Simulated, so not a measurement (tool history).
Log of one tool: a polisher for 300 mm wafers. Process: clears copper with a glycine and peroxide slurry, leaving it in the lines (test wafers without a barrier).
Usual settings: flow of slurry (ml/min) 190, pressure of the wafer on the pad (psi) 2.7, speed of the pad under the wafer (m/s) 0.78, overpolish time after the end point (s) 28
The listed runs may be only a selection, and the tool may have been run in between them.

| run | day | flow of slurry (ml/min) | pressure of the wafer on the pad (psi) | speed of the pad under the wafer (m/s) | overpolish time after the end point (s) | incoming thickness of the incoming film, nm | time until the end point was called (s) | dishing of a wide line in a test structure (angstrom) |
|---|---|---|---|---|---|---|---|---|
| 1 | 0.000 | 190 | 2.7 | 0.78 | 28 | 628.4 | 181.0 | 515 |
| 2 | 2.408 | 190 | 2.7 | 0.78 | 28 | 620.1 | 181.4 | 509 |
| 3 | 4.262 | 190 | 2.7 | 0.78 | 28 | 614.5 | 183.3 | 508 |
|  | 5.600 | worn pad replaced by a new one |
| 4 | 6.783 | 190 | 2.7 | 0.78 | 28 | 624.0 | 163.9 | 541 |
| 5 | 10.129 | 190 | 2.7 | 0.78 | 28 | 622.9 | 170.6 | 532 |
| 6 | 13.196 | 190 | 2.7 | 0.78 | 28 | 616.7 | 172.8 | 542 |
|  | 14.583 | head pressure recalibrated |
| 7 | 17.429 | 190 | 2.7 | 0.78 | 28 | 618.9 | 173.7 | 529 |
|  | 19.392 | slurry nozzle cleaned |
| 8 | 21.192 | 190 | 3.3 | 0.56 | 28 | 626.5 | 211.8 | 477 |
| 9 | 24.412 | 190 | 3.3 | 0.56 | 28 | 616.3 | 207.1 | 476 |
| 10 | 26.050 | 190 | 2.7 | 0.78 | 28 | 618.4 | 184.4 | 500 |
| 11 | 30.012 | 190 | 2.7 | 0.78 | 28 | 617.9 | 186.6 | 493 |
| 12 | 33.588 | 190 | 2.7 | 0.78 | 28 | 623.8 | 188.4 | 504 |
| 13 | 36.838 | 190 | 2.7 | 0.78 | 28 | 614.3 | 195.2 | 497 |
|  | 37.004 | worn pad replaced by a new one |
| 14 | 38.575 | 225 | 1.9 | 0.78 | 18 | 607.6 | 194.9 | 362 |
| 15 | 41.446 | 190 | 2.7 | 0.94 | 28 | 624.1 | 148.5 | 569 |
| 16 | 44.038 | 190 | 3.0 | 0.78 | 17 | 617.2 | 162.9 | 403 |
| 17 | 47.988 | 225 | 2.7 | 1.02 | 28 | 621.5 | 136.3 | 609 |
| 18 | 52.271 | 130 | 3.3 | 0.78 | 28 | 630.5 | 165.9 | 545 |
| 19 | 56.542 | 190 | 2.7 | 0.78 | 28 | 622.8 | 184.0 | 518 |
|  | 57.779 | slurry nozzle cleaned |
| 20 | 58.883 | 245 | 2.3 | 0.58 | 20 | 625.1 | 247.3 | 336 |
| 21 | 61.083 | 190 | 2.7 | 0.78 | 28 | 609.1 | 184.0 | 514 |
|  | 61.388 | worn pad replaced by a new one |
| 22 | 65.317 | 190 | 2.7 | 0.78 | 28 | 610.6 | 169.0 | 543 |
| 23 | 67.525 | 190 | 2.7 | 1.02 | 28 | 618.3 | 135.6 | 596 |
|  | 70.750 | head pressure recalibrated |
| 24 | 70.771 | 235 | 2.7 | 0.78 | 28 | 614.5 | 170.9 | 549 |
| 25 | 72.650 | 190 | 2.7 | 0.78 | 28 | 622.8 | 178.6 | 531 |
| 26 | 74.408 | 190 | 2.7 | 0.78 | 28 | 609.8 | 173.0 | 523 |
| 27 | 78.283 | 175 | 2.2 | 0.78 | 28 | 606.4 | 204.6 | 475 |
|  | 89.488 | slurry nozzle cleaned |
| 28 | 90.096 | 170 | 3.3 | 1.00 | 15 | 619.1 | 139.6 | 393 |
|  | 92.338 | worn pad replaced by a new one |
| 29 | 93.979 | 155 | 3.3 | 0.78 | 15 | 624.7 | 154.8 | 385 |
| 30 | 97.738 | 190 | 2.7 | 0.78 | 28 | 620.2 | 170.8 | 548 |
| 31 | 101.104 | 190 | 3.2 | 0.78 | 12 | 626.9 | 154.5 | 312 |
| 32 | 103.246 | 140 | 3.0 | 0.78 | 28 | 619.2 | 166.8 | 537 |
| 33 | 106.771 | 190 | 2.7 | 0.78 | 28 | 624.9 | 176.6 | 529 |
| 34 | 110.104 | 190 | 2.7 | 0.94 | 42 | 626.3 | 153.6 | 678 |

Here are 4 independent what-if runs from the current tool condition. What would each one return?
| A | 110.125 | 190 | 2.7 | 0.78 | 28 | 628.7 | ? | ? |
| B | 110.125 | 190 | 3.0 | 0.78 | 40 | 628.7 | ? | ? |
| C | 110.125 | 160 | 2.7 | 0.78 | 41 | 628.7 | ? | ? |
| D | 110.125 | 190 | 2.7 | 0.78 | 37 | 628.7 | ? | ? |

| run | time until the end point was called (s) | dishing of a wide line in a test structure (angstrom) |
|---|---|---|
| A | 180.8 | 525 |
| B | 169.6 | 661 |
| C | 184.3 | 644 |
| D | 180.8 | 617 |
The same runs, with their run-to-run variation unchanged, on a tool lacking any hidden condition would have given:
| run | time until the end point was called (s) | dishing of a wide line in a test structure (angstrom) |
|---|---|---|
| A | 166.8 | 552 |
| B | 156.5 | 686 |
| C | 170.0 | 670 |
| D | 166.8 | 643 |
